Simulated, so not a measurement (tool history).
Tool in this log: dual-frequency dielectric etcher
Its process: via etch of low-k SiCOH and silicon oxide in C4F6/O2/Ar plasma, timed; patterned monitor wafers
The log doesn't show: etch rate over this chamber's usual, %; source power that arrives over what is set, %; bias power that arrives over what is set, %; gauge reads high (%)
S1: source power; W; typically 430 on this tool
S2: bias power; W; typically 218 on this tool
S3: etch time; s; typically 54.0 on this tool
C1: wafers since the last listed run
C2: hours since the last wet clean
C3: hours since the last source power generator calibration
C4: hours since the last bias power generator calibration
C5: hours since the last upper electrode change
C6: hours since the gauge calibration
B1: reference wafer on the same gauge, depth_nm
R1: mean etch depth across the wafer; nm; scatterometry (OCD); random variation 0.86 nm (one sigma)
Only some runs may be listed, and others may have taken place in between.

run     day   S1   S2    S3    C1     C2      C3      C4      C5      C6     B1     R1
  1   0.000  430  218  54.0     0  184.4  2139.9  1923.6  3164.5  2199.8  177.9  158.0
  2   3.496  430  195  54.0   873  268.3  2223.8  2007.5  3248.4  2283.7  178.3  153.6
  3   7.712  430  196  54.0  1053  369.5  2325.0  2108.7  3349.6  2384.9  178.3  156.9
  4  10.700  430  196  54.0   746  441.2  2396.7  2180.4  3421.3  2456.6  178.0  156.1
     15.362  -- wet clean of the chamber
  5  15.383  430  218  61.0   920    0.5  2509.1  2292.8  3533.7  2569.0  177.9  175.2
  6  18.992  430  218  54.0   901   87.1  2595.7  2379.4  3620.3  2655.6  177.6  156.2
  7  22.646  430  218  59.5   912  174.8  2683.4  2467.1  3708.0  2743.3  178.4  173.4
     24.646  -- gauge calibrated
  8  26.925  430  218  59.5  1069  277.5  2786.1  2569.8  3810.7    54.7  178.1  175.7
  9  28.779  430  218  54.0   463  322.0  2830.6  2614.3  3855.2    99.2  177.9  158.7
     29.954  -- upper electrode replaced, of another model than before
 10  32.325  430  169  54.0   635  407.1  2915.7  2699.4    56.9   184.3  177.7  153.4
 11  34.888  430  218  54.0   640  468.6  2977.2  2760.9   118.4   245.8  177.7  160.3
 12  36.762  330  181  49.0   468  513.6  3022.2  2805.9   163.4   290.8  178.0  124.8
     39.100  -- source power generator calibrated
 13  40.050  430  218  63.5   779  592.5    22.8  2884.8   242.3   369.7  177.9  188.9
     41.983  -- wet clean of the chamber
 14  42.867  430  203  63.0   453   21.2    90.4  2952.4   309.9   437.3  177.9  181.8
 15  46.346  430  164  65.5   869  104.7   173.9  3035.9   393.4   520.8  178.0  183.8
 16  48.408  330  181  49.0   515  154.2   223.4  3085.4   442.9   570.3  178.0  121.2
     49.100  -- bias power generator calibrated
 17  52.225  430  165  54.0   911  245.8   315.0    75.0   534.5   661.9  178.1  153.0
 18  56.146  430  218  54.0   979  339.9   409.1   169.1   628.6   756.0  178.4  160.7
 19  58.546  430  218  54.0   599  397.5   466.7   226.7   686.2   813.6  177.7  160.6
 20  61.500  380  218  63.5   737  468.4   537.6   297.6   757.1   884.5  178.1  179.4
 21  63.562  380  182  69.5   515  517.9   587.1   347.1   806.6   934.0  178.7  190.7
     64.729  -- wet clean of the chamber
 22  66.804  340  174  45.0   560   49.8   664.9   424.9   884.4  1011.8  177.8  113.2
 23  68.625  360  240  54.0   454   93.5   708.6   468.6   928.1  1055.5  177.8  146.4
 24  70.221  370  180  60.0   398  131.8   746.9   506.9   966.4  1093.8  177.5  157.5
 25  73.896  540  204  42.5   918  220.0   835.1   595.1  1054.6  1182.0  178.1  139.7
 26  77.492  430  176  54.0   898  306.3   921.4   681.4  1140.9  1268.3  178.2  154.8
 27  81.533  350  259  54.0  1009  403.3  1018.4   778.4  1237.9  1365.3  177.6  148.8
 28  85.442  430  171  39.0   976  497.1  1112.2   872.2  1331.7  1459.1  178.4  112.1

Consider 5 possible next runs. They are alternatives, not a sequence: every one starts from the tool as it was left by run 28. What does each give?
  A  85.458  430  187  54.0   4  497.5  1112.6  872.6  1332.1  1459.5   ?   ?
  B  85.458  360  270  65.0   4  497.5  1112.6  872.6  1332.1  1459.5   ?   ?
  C  85.458  370  183  54.0   4  497.5  1112.6  872.6  1332.1  1459.5   ?   ?
  D  85.458  320  172  41.0   4  497.5  1112.6  872.6  1332.1  1459.5   ?   ?
  E  85.458  430  218  45.5   4  497.5  1112.6  872.6  1332.1  1459.5   ?   ?

run     B1     R1
  A  177.6  158.6
  B  177.6  184.8
  C  177.6  146.2
  D  177.6  101.5
  E  177.6  136.8
The same runs, with their run-to-run variation unchanged, on a tool lacking any hidden condition would have given:
run     R1
  A  154.0
  B  179.4
  C  141.9
  D   98.6
  E  132.8
